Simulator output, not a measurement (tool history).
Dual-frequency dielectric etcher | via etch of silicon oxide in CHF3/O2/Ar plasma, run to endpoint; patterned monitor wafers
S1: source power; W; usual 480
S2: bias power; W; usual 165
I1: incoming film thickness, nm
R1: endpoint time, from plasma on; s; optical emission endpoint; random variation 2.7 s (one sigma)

| run | hour | S1 | S2 | I1 | R1 |
|---|---|---|---|---|---|
| 1 | 0 | 480 | 165 | 769.1 | 469.7 |
| 2 | 30.3 | 420 | 165 | 756.7 | 511.9 |
| 3 | 53.9 | 420 | 165 | 769.6 | 512.7 |
| 4 | 75.3 | 480 | 196 | 755.8 | 430.9 |
| 5 | 95 | 480 | 196 | 764.1 | 437 |
| 6 | 116.7 | 550 | 165 | 761.5 | 426.9 |
| 7 | 149.1 | 480 | 152 | 761.5 | 482.9 |
| 8 | 174.1 | 480 | 152 | 752.1 | 470.1 |
| 9 | 198.8 | 480 | 137 | 767 | 501 |
| 10 | 214.7 | 480 | 137 | 756.6 | 492.1 |
| 11 | 248.9 | 440 | 165 | 764.5 | 487.3 |
| 12 | 260.9 | 440 | 165 | 754.6 | 478.9 |
| 13 | 275.6 | 480 | 165 | 755.5 | 454.2 |
|  | 318.1 | wet clean of the chamber |
| 14 | 318.6 | 480 | 165 | 767.2 | 477.8 |
| 15 | 341.8 | 480 | 165 | 768.7 | 479.4 |
| 16 | 359.8 | 480 | 183 | 766.8 | 458.9 |
|  | 368.3 | source power generator calibrated |
| 17 | 387.1 | 520 | 165 | 759.4 | 448.8 |
| 18 | 402.8 | 480 | 165 | 760.5 | 469.3 |
| 19 | 434.5 | 440 | 165 | 766.1 | 498.9 |
| 20 | 447.7 | 590 | 150 | 759.1 | 434.4 |
| 21 | 465 | 530 | 181 | 761.6 | 425.6 |
| 22 | 480 | 580 | 165 | 767 | 420.8 |
|  | 542.7 | upper electrode replaced |
| 23 | 567.6 | 390 | 177 | 764 | 523.9 |
| 24 | 587.9 | 410 | 184 | 767.1 | 498.6 |
|  | 612.4 | bias power generator calibrated |
| 25 | 620.1 | 480 | 165 | 763.3 | 469.7 |
| 26 | 641.9 | 360 | 146 | 758.8 | 591.4 |
| 27 | 661.6 | 390 | 134 | 773.4 | 579.7 |
| 28 | 694.5 | 440 | 139 | 761 | 521.9 |
| 29 | 719.5 | 540 | 177 | 765.3 | 419.6 |
| 30 | 788.4 | 480 | 165 | 753.9 | 461.5 |
| 31 | 801.5 | 480 | 165 | 768.3 | 460.1 |
|  | 853 | wet clean of the chamber |
| 32 | 865.1 | 360 | 165 | 761.9 | 573.3 |

Run 33 comes next. What will it give?
| 33 | 898.9 | 580 | 194 | 762.9 | ? |

Run 33 gave R1 403.1 s.
Without the tool's hidden state the same run would have given R1 406 s.
